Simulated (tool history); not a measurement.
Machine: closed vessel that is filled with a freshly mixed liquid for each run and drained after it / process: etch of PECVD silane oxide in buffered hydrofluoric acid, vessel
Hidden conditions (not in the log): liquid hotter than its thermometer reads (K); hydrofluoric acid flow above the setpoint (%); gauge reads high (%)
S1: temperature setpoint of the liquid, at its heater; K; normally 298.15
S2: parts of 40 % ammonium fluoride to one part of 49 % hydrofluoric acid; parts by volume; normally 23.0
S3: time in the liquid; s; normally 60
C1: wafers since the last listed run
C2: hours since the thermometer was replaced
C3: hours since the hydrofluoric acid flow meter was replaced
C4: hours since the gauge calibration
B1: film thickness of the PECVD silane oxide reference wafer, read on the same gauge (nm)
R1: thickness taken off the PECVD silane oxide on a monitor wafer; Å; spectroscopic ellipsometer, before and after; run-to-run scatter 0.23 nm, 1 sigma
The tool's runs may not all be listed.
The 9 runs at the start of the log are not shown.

run	day	S1	S2	S3	C1	C2	C3	C4	B1	R1
10	18.200	296.15	23.0	60	9217	1822.3	476.2	815.6	120.02	684.4
11	20.962	298.15	23.0	60	9715	1888.6	542.5	881.9	120.04	762.4
12	22.225	298.15	23.0	85	4440	1918.9	572.8	912.2	120.00	1086.3
13	23.392	298.15	23.0	85	4102	1946.9	600.8	940.2	120.00	1085.0
# day 24.517: thermometer replaced
14	24.617	298.15	23.0	85	4161	2.4	630.2	969.6	120.04	1050.3
15	27.312	298.15	17.5	80	9480	67.1	694.9	1034.3	120.01	1239.0
# day 28.258: hydrofluoric acid flow meter replaced
16	28.850	299.65	23.0	75	5260	104.0	14.2	1071.2	120.02	1005.7
17	29.992	302.65	18.0	45	4015	131.4	41.6	1098.6	120.00	866.1
18	32.821	301.15	16.5	85	9949	199.3	109.5	1166.5	120.01	1644.7
19	35.188	298.15	23.0	60	8323	256.1	166.3	1223.3	119.98	743.5
20	36.412	298.15	23.0	70	4308	285.5	195.7	1252.7	119.98	866.3
21	39.100	298.15	26.0	60	9451	350.0	260.2	1317.2	119.97	684.9
# day 41.196: gauge calibrated
22	41.796	295.65	23.0	35	9480	414.7	324.9	14.4	119.97	378.9
23	44.467	298.15	19.5	60	9392	478.8	389.0	78.5	120.03	838.3
24	50.712	298.15	23.0	60	21965	628.7	538.9	228.4	120.04	750.3
25	53.642	300.65	18.5	60	10301	699.0	609.2	298.7	119.95	1022.2
26	55.096	294.15	27.5	35	5114	733.9	644.1	333.6	120.01	310.0
27	57.042	298.15	23.0	35	6843	780.6	690.8	380.3	119.99	438.0
28	58.250	296.15	27.0	80	4249	809.6	719.8	409.3	120.02	808.2
# day 59.096: hydrofluoric acid flow meter replaced
29	59.746	298.15	23.0	60	5114	845.5	15.6	445.2	120.03	749.0
30	60.767	298.15	23.0	60	3590	870.0	40.1	469.7	120.02	755.2

3 options for the next run, each taken on its own from the tool as it stands now. Forecast them:
A	60.796	298.15	20.0	60	102	870.7	40.8	470.4	?	?
B	60.796	300.65	20.0	70	102	870.7	40.8	470.4	?	?
C	60.796	296.65	26.5	40	102	870.7	40.8	470.4	?	?

run	B1	R1
A	120.02	829.2
B	120.02	1106.9
C	120.02	419.7
With the hidden condition removed and each run's random variation left untouched, the same runs would have given:
run	R1
A	815.8
B	1089.3
C	412.8

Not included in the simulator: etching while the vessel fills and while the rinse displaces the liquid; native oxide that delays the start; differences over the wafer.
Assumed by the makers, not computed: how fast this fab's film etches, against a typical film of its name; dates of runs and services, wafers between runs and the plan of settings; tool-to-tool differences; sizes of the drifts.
